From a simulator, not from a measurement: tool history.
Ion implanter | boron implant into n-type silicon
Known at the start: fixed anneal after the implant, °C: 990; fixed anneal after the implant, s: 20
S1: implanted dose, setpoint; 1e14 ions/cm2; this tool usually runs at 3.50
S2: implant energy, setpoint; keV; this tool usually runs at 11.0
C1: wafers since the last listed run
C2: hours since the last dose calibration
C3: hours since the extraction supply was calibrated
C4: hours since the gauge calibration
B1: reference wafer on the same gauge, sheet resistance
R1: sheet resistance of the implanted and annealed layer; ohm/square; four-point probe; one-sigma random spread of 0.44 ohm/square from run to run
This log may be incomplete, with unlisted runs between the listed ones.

run	hour	S1	S2	C1	C2	C3	C4	B1	R1
1	0.0	3.50	14.0	0	1560.3	5678.5	67.1	254.95	286.02
2	7.9	3.50	14.0	151	1568.2	5686.4	75.0	255.05	286.06
3	16.4	3.50	12.0	162	1576.7	5694.9	83.5	254.95	290.11
4	31.4	3.50	12.0	287	1591.7	5709.9	98.5	254.96	290.04
5	44.6	3.50	9.5	252	1604.9	5723.1	111.7	254.98	297.03
6	53.4	3.50	9.5	168	1613.7	5731.9	120.5	255.03	296.93
7	60.4	3.13	11.0	134	1620.7	5738.9	127.5	255.03	321.84
8	66.8	3.22	11.0	122	1627.1	5745.3	133.9	255.06	313.61
9	83.9	3.22	11.0	327	1644.2	5762.4	151.0	255.02	313.38
# hour 102.1: Faraday cup replaced and dose calibrated
10	102.6	3.22	11.0	204	0.5	5781.1	169.7	254.91	313.90
11	104.3	4.08	8.0	32	2.2	5782.8	171.4	255.07	265.23
12	111.5	4.08	8.0	137	9.4	5790.0	178.6	254.96	265.78
# hour 122.3: gauge calibrated
13	125.8	3.50	8.0	273	23.7	5804.3	3.5	254.85	302.64
# hour 134.4: extraction supply calibrated
14	138.1	3.50	11.0	82	36.0	3.7	15.8	255.01	293.12
15	150.7	2.75	11.0	241	48.6	16.3	28.4	255.00	356.72
16	166.7	3.88	12.5	306	64.6	32.3	44.4	254.91	265.91
17	175.8	4.41	11.0	174	73.7	41.4	53.5	254.94	242.09
18	182.4	4.09	12.5	126	80.3	48.0	60.1	255.04	254.60
19	192.1	4.20	13.5	185	90.0	57.7	69.8	255.09	246.92
20	203.1	3.50	13.0	210	101.0	68.7	80.8	254.93	288.11
21	217.9	2.78	13.0	283	115.8	83.5	95.6	254.92	347.33

Consider 4 possible next runs. They are alternatives, not a sequence: every one starts from the tool as it was left by run 21. What does each give?
A	218.3	3.50	14.5	7	116.2	83.9	96.0	?	?
B	218.3	3.84	9.5	7	116.2	83.9	96.0	?	?
C	218.3	4.40	13.0	7	116.2	83.9	96.0	?	?
D	218.3	3.50	10.0	7	116.2	83.9	96.0	?	?

run	B1	R1
A	254.95	285.07
B	254.95	274.54
C	254.95	238.76
D	254.95	295.38
With the hidden condition removed and each run's random variation left untouched, the same runs would have given:
run	R1
A	285.07
B	274.54
C	238.76
D	295.38
